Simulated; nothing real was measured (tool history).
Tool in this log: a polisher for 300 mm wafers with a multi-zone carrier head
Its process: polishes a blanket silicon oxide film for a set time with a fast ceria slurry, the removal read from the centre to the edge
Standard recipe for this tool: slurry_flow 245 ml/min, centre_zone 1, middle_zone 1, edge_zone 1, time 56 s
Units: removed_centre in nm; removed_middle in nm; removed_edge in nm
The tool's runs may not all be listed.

run	hour	slurry_flow	centre_zone	middle_zone	edge_zone	time	wafers since the last listed run	wafers polished on this pad	hours since the slurry nozzle was cleaned	hours since the centre zone pressure was calibrated	hours since the edge zone pressure was calibrated	hours since the carrier head's membrane was replaced	incoming thickness of the incoming film, nm	removed_centre	removed_middle	removed_edge
1	0	245	0.95	1	1.04	56	0	611	144.9	1358.9	483.3	1018.9	3913.5	592.9	625.7	630.2
2	13	245	0.95	1	1.04	56	102	713	157.9	1371.9	496.3	1031.9	3880.2	601.5	618.8	616.7
# hour 21: worn pad replaced by a new one
# hour 22.3: centre zone pressure recalibrated
3	30.6	245	0.95	1	1.04	56	97	65	175.5	8.3	513.9	1049.5	3875.3	628.4	642.7	646.2
4	44.6	245	1	1	1	56	110	176	189.5	22.3	527.9	1063.5	3801.4	652.9	650.2	630.3
# hour 51.4: carrier head's membrane replaced by a new one
5	60.7	245	1	1	0.91	63	87	264	205.6	38.4	544	9.3	3863.7	734.2	725.6	684.4
6	74.7	245	0.93	0.88	1	56	110	375	219.6	52.4	558	23.3	3853.5	591.3	570.6	628.1
7	88	245	1	1	1	56	105	480	232.9	65.7	571.3	36.6	3903.2	637.8	631.2	622.5
8	97.7	180	1.07	1	1	56	76	557	242.6	75.4	581	46.3	3884.6	667.5	609	607
# hour 112.5: worn pad replaced by a new one
9	115	205	0.9	1	1	43	105	19	259.9	92.7	598.3	63.6	3832.6	444.9	488.2	489.9
10	121.4	300	1.12	1	1	56	50	70	266.3	99.1	604.7	70	3863.4	759.4	661.7	649.6
# hour 128.9: edge zone pressure recalibrated
11	132.8	245	1	1	1	56	74	144	277.7	110.5	3.9	81.4	3841.9	656.8	648.8	644.6
12	145.9	245	1	1	1.06	56	103	248	290.8	123.6	17	94.5	3804.8	656.1	639.7	650.8
# hour 154.3: slurry nozzle cleaned
13	161	180	1.06	1	1	37	111	359	6.7	138.7	32.1	109.6	3899.6	443.9	415.5	411
14	167.9	245	1	1	1	56	54	414	13.6	145.6	39	116.5	3845.1	639.6	639.3	630.5
# hour 198.3: worn pad replaced by a new one
15	211.8	245	0.9	1.06	0.94	56	315	106	57.5	189.5	82.9	160.4	3802.8	597.9	687.7	612
16	225.8	325	1	1	1	49	110	217	71.5	203.5	96.9	174.4	3863.1	594.4	582	565.7
17	242.2	245	1.04	1	0.95	45	129	347	87.9	219.9	113.3	190.8	3866	544.2	525.5	507.6
18	252.1	245	0.89	1	1	56	78	425	97.8	229.8	123.2	200.7	3815.5	590.3	649.8	636
19	276	245	1	1	1	56	189	614	121.7	253.7	147.1	224.6	3916.4	632.6	624.4	627.3
# hour 284.3: worn pad replaced by a new one
20	285.7	245	0.92	0.9	0.91	56	45	11	131.4	263.4	156.8	234.3	3831.3	604.7	592.8	614.1
21	299.5	245	1	1	0.93	56	109	120	145.2	277.2	170.6	248.1	3893.2	658.5	650.6	631.4

Below are 5 alternative next runs, each starting from the tool's condition after run 21. Predict each:
A	299.9	245	1	1	1	56	3	123	145.6	277.6	171	248.5	3829.8	?	?	?
B	299.9	315	1	1.04	0.96	68	3	123	145.6	277.6	171	248.5	3829.8	?	?	?
C	299.9	165	1	1	0.89	56	3	123	145.6	277.6	171	248.5	3829.8	?	?	?
D	299.9	225	1	1	1	66	3	123	145.6	277.6	171	248.5	3829.8	?	?	?
E	299.9	295	1.05	1	1	38	3	123	145.6	277.6	171	248.5	3829.8	?	?	?

run	removed_centre	removed_middle	removed_edge
A	668.9	648.7	630.4
B	830.7	830.9	761.8
C	642.8	626	581.1
D	782	759	738.9
E	484.8	446.8	432.7
With no hidden state in the tool, these same runs would have given:
run	removed_centre	removed_middle	removed_edge
A	671.8	651.5	633.1
B	834.3	834.5	765.1
C	645.5	628.6	583.6
D	785.3	762.2	742.1
E	486.9	448.7	434.6

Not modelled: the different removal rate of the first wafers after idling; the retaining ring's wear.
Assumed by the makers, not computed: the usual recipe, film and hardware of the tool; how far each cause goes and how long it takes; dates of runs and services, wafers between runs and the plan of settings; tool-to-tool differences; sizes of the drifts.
